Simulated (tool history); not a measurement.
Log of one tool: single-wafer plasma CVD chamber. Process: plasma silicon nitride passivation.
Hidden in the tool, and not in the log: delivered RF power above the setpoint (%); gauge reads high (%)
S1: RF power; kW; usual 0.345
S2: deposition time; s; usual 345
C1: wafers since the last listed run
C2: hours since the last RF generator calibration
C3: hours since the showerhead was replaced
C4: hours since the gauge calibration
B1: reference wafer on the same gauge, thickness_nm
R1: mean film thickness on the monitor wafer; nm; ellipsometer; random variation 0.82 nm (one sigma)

run 1 hour=0 | S1=0.345 S2=345 | C1=0 C2=673.7 C3=4729.3 C4=388.3 | B1=446.934 | R1=465.551
run 2 hour=23.3 | S1=0.345 S2=345 | C1=167 C2=697 C3=4752.6 C4=411.6 | B1=447.147 | R1=466.773
run 3 hour=42.7 | S1=0.345 S2=345 | C1=139 C2=716.4 C3=4772 C4=431 | B1=446.934 | R1=466.013
run 4 hour=78.6 | S1=0.345 S2=345 | C1=258 C2=752.3 C3=4807.9 C4=466.9 | B1=446.945 | R1=466.885
run 5 hour=95.7 | S1=0.345 S2=345 | C1=123 C2=769.4 C3=4825 C4=484 | B1=447.013 | R1=467.251
run 6 hour=122.7 | S1=0.345 S2=345 | C1=194 C2=796.4 C3=4852 C4=511 | B1=447.355 | R1=466.479
run 7 hour=144.4 | S1=0.345 S2=345 | C1=156 C2=818.1 C3=4873.7 C4=532.7 | B1=446.851 | R1=466.518
run 8 hour=173.2 | S1=0.345 S2=345 | C1=207 C2=846.9 C3=4902.5 C4=561.5 | B1=446.931 | R1=465.255
-- hour=185.5 showerhead replaced
run 9 hour=204.4 | S1=0.345 S2=345 | C1=167 C2=878.1 C3=18.9 C4=592.7 | B1=447.027 | R1=466.019
run 10 hour=219.8 | S1=0.36 S2=384 | C1=110 C2=893.5 C3=34.3 C4=608.1 | B1=446.896 | R1=522.496
-- hour=232 gauge calibrated
run 11 hour=251.3 | S1=0.32 S2=393 | C1=226 C2=925 C3=65.8 C4=19.3 | B1=446.996 | R1=522.662
run 12 hour=286.2 | S1=0.345 S2=345 | C1=251 C2=959.9 C3=100.7 C4=54.2 | B1=446.82 | R1=467.26
run 13 hour=317.3 | S1=0.345 S2=324 | C1=223 C2=991 C3=131.8 C4=85.3 | B1=447.055 | R1=437.977
-- hour=341.4 RF generator calibrated
run 14 hour=341.9 | S1=0.345 S2=389 | C1=119 C2=0.5 C3=156.4 C4=109.9 | B1=446.873 | R1=534.78
run 15 hour=359.7 | S1=0.345 S2=345 | C1=128 C2=18.3 C3=174.2 C4=127.7 | B1=446.886 | R1=471.288
run 16 hour=381.3 | S1=0.37 S2=405 | C1=155 C2=39.9 C3=195.8 C4=149.3 | B1=446.978 | R1=560.126
run 17 hour=405.4 | S1=0.325 S2=278 | C1=173 C2=64 C3=219.9 C4=173.4 | B1=447.022 | R1=376.275
run 18 hour=419.9 | S1=0.345 S2=345 | C1=104 C2=78.5 C3=234.4 C4=187.9 | B1=446.779 | R1=472.876
run 19 hour=440.4 | S1=0.315 S2=318 | C1=147 C2=99 C3=254.9 C4=208.4 | B1=447.096 | R1=427.629
run 20 hour=476.4 | S1=0.345 S2=345 | C1=259 C2=135 C3=290.9 C4=244.4 | B1=446.915 | R1=470.788
run 21 hour=558.8 | S1=0.345 S2=386 | C1=593 C2=217.4 C3=373.3 C4=326.8 | B1=446.887 | R1=526.322

Forecast each of these 4 alternatives for the next run:
run A hour=559.3 | S1=0.345 S2=345 | C1=3 C2=217.9 C3=373.8 C4=327.3 | B1=? | R1=?
run B hour=559.3 | S1=0.345 S2=314 | C1=3 C2=217.9 C3=373.8 C4=327.3 | B1=? | R1=?
run C hour=559.3 | S1=0.325 S2=345 | C1=3 C2=217.9 C3=373.8 C4=327.3 | B1=? | R1=?
run D hour=559.3 | S1=0.345 S2=374 | C1=3 C2=217.9 C3=373.8 C4=327.3 | B1=? | R1=?

run=A B1=447.083 R1=470.024
run=B B1=447.083 R1=427.79
run=C B1=447.083 R1=464.633
run=D B1=447.083 R1=509.533
Without the tool's hidden state the same runs would have given:
run=A R1=474.491
run=B R1=431.855
run=C R1=469.049
run=D R1=514.376
